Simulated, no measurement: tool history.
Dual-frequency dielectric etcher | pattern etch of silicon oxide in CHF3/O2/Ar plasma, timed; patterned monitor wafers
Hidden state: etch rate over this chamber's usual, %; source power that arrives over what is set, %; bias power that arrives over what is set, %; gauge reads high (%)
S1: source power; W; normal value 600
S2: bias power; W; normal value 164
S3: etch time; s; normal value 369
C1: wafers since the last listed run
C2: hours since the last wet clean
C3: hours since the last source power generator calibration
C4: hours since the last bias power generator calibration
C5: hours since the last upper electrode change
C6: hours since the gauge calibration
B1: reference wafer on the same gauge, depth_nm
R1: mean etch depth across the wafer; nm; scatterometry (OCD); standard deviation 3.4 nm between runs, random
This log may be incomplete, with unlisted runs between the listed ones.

run	hour	S1	S2	S3	C1	C2	C3	C4	C5	C6	B1	R1
1	0	600	164	369	0	276.1	1362.4	4451	3392.6	885.5	871.1	721.8
2	38.4	600	164	369	108	314.5	1400.8	4489.4	3431	923.9	872.5	723.8
3	122.7	600	164	369	237	398.8	1485.1	4573.7	3515.3	1008.2	872	732.1
4	192.3	600	164	369	195	468.4	1554.7	4643.3	3584.9	1077.8	872.1	728.6
5	231	660	164	369	108	507.1	1593.4	4682	3623.6	1116.5	870.4	765.2
6	328	660	164	369	272	604.1	1690.4	4779	3720.6	1213.5	870.1	770.7
# hour 366.8: wet clean of the chamber
# hour 445.5: upper electrode replaced
7	446	600	164	369	196	79.2	1808.4	4897	0.5	1331.5	870.5	728.3
# hour 470.7: bias power generator calibrated
# hour 491.4: gauge calibrated
8	518.3	600	164	369	192	151.5	1880.7	47.6	72.8	26.9	870.8	728.4
9	592.7	470	152	463.5	209	225.9	1955.1	122	147.2	101.3	868.9	770.4
10	666.4	600	164	369	207	299.6	2028.8	195.7	220.9	175	870.6	725.8
11	755	600	124	369	249	388.2	2117.4	284.3	309.5	263.6	870.9	650.7
# hour 821: source power generator calibrated
12	821.5	600	196	259.5	175	454.7	0.5	350.8	376	330.1	870.9	547.9
13	883.3	530	174	410	173	516.5	62.3	412.6	437.8	391.9	869.8	780.7
# hour 1032.8: wet clean of the chamber
14	1109.8	600	164	369	569	77	288.8	639.1	664.3	618.4	871.2	730.6
15	1179	640	204	308.5	194	146.2	358	708.3	733.5	687.6	871.2	685.9
16	1218.7	600	164	460.5	111	185.9	397.7	748	773.2	727.3	870.5	907.7

3 ways to go on from here, each from the tool as it stands after run 16. What would each give?
A	1219.2	600	178	369	1	186.4	398.2	748.5	773.7	727.8	?	?
B	1219.2	600	181	369	1	186.4	398.2	748.5	773.7	727.8	?	?
C	1219.2	490	181	369	1	186.4	398.2	748.5	773.7	727.8	?	?

run	B1	R1
A	871.5	755.7
B	871.5	761
C	871.5	684.7
What these runs would have given with no unlogged condition in the tool:
run	R1
A	755.7
B	761
C	684.7
